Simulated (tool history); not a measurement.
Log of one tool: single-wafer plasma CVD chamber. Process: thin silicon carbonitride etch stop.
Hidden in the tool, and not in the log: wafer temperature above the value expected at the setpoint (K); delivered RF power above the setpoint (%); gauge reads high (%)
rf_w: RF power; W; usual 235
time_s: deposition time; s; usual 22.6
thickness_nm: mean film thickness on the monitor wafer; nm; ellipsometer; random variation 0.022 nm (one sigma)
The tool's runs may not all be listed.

run,day,rf_w,time_s,wafers since the last listed run,hours since the last thermocouple change,hours since the last RF generator calibration,hours since the showerhead was replaced,hours since the gauge calibration,"read-back reference wafer on the same gauge, thickness_nm",thickness_nm
1,0,235,22.6,0,924.2,691.2,6724.8,104.1,13.999,14.43
2,0.9,235,22.6,357,945.8,712.8,6746.4,125.7,13.99,14.429
3,1.967,235,22.6,423,971.4,738.4,6772,151.3,14.003,14.461
4,2.65,235,22.6,271,987.8,754.8,6788.4,167.7,14.007,14.472
5,3.812,235,22.6,461,1015.7,782.7,6816.3,195.6,14.002,14.453
6,4.558,235,22.6,296,1033.6,800.6,6834.2,213.5,13.994,14.441
7,7.721,235,22.6,1255,1109.5,876.5,6910.1,289.4,14.004,14.409
8,9.033,235,22.6,521,1141,908,6941.6,320.9,14,14.413
9,10.15,235,22.6,443,1167.8,934.8,6968.4,347.7,14.007,14.464
10,10.829,235,22.6,269,1184.1,951.1,6984.7,364,14.008,14.45
11,11.538,235,22.6,281,1201.1,968.1,7001.7,381,13.991,14.433
# day 12.288: RF generator calibrated
12,12.812,235,22.6,373,1231.7,12.6,7032.3,411.6,13.992,14.542
# day 13.4: showerhead replaced
13,14.158,235,21.3,402,1264,44.9,18.2,443.9,13.992,13.73
# day 15.004: thermocouple changed; heater temperature recalibrated
14,15.025,275,24.3,211,0.5,65.7,39,464.7,14.009,16.658
15,15.742,275,19.7,284,17.7,82.9,56.2,481.9,14.008,13.512
16,16.792,205,23.9,417,42.9,108.1,81.4,507.1,13.997,14.521
17,17.854,255,24.8,421,68.4,133.6,106.9,532.6,13.996,16.546
18,18.612,220,21.4,301,86.6,151.8,125.1,550.8,14.01,13.413
19,19.896,270,18.1,509,117.4,182.6,155.9,581.6,13.998,12.279
# day 20.883: gauge calibrated
20,23.929,235,25.6,1601,214.2,279.4,252.7,73.1,13.994,16.472
21,24.608,265,18.2,269,230.5,295.7,269,89.4,13.996,12.29
22,25.208,275,19.8,238,244.9,310.1,283.4,103.8,13.995,13.571
23,25.988,235,22.6,309,263.6,328.8,302.1,122.5,13.997,14.539
24,26.575,250,22.6,233,277.7,342.9,316.2,136.6,14.004,14.869
25,27.129,270,20.4,220,291,356.2,329.5,149.9,14.004,13.9
26,28.296,195,22.6,463,319,384.2,357.5,177.9,13.999,13.436
27,29.762,260,19.2,582,354.2,419.4,392.7,213.1,14.003,12.84
28,30.662,235,19.1,357,375.8,441,414.3,234.7,14.007,12.282
29,31.7,235,22.6,412,400.7,465.9,439.2,259.6,13.995,14.483
30,32.683,270,25.5,390,424.3,489.5,462.8,283.2,14.01,17.298
31,33.508,270,20.4,327,444.1,509.3,482.6,303,14.008,13.826
32,34.462,235,22.6,378,467,532.2,505.5,325.9,13.999,14.471
33,35.325,220,20.1,342,487.7,552.9,526.2,346.6,13.998,12.519
34,36.275,205,18.7,377,510.5,575.7,549,369.4,14.006,11.276
35,37.133,255,19.8,340,531.1,596.3,569.6,390,13.997,13.103

Some steps in thickness_nm between neighbouring runs. How much of each would the tool show without its hidden state too (settings, what came in, random variation), and how much is left for the hidden state, with any gauge scatter that isn't in both results?
Run 11 -> 12: RF generator calibrated. thickness_nm +0.109 nm: hidden state +0.158, all else -0.049.
Run 19 -> 20: rf_w 270 -> 235, time_s 18.1 -> 25.6, gauge calibrated. thickness_nm +4.193 nm: hidden state -0.032, all else +4.225.
Run 20 -> 21: rf_w 235 -> 265, time_s 25.6 -> 18.2. thickness_nm -4.182 nm: hidden state +0.016, all else -4.198.
Run 29 -> 30: rf_w 235 -> 270, time_s 22.6 -> 25.5. thickness_nm +2.815 nm: hidden state -0.022, all else +2.837.
Run 30 -> 31: time_s 25.5 -> 20.4. thickness_nm -3.472 nm: hidden state +0.02, all else -3.492.
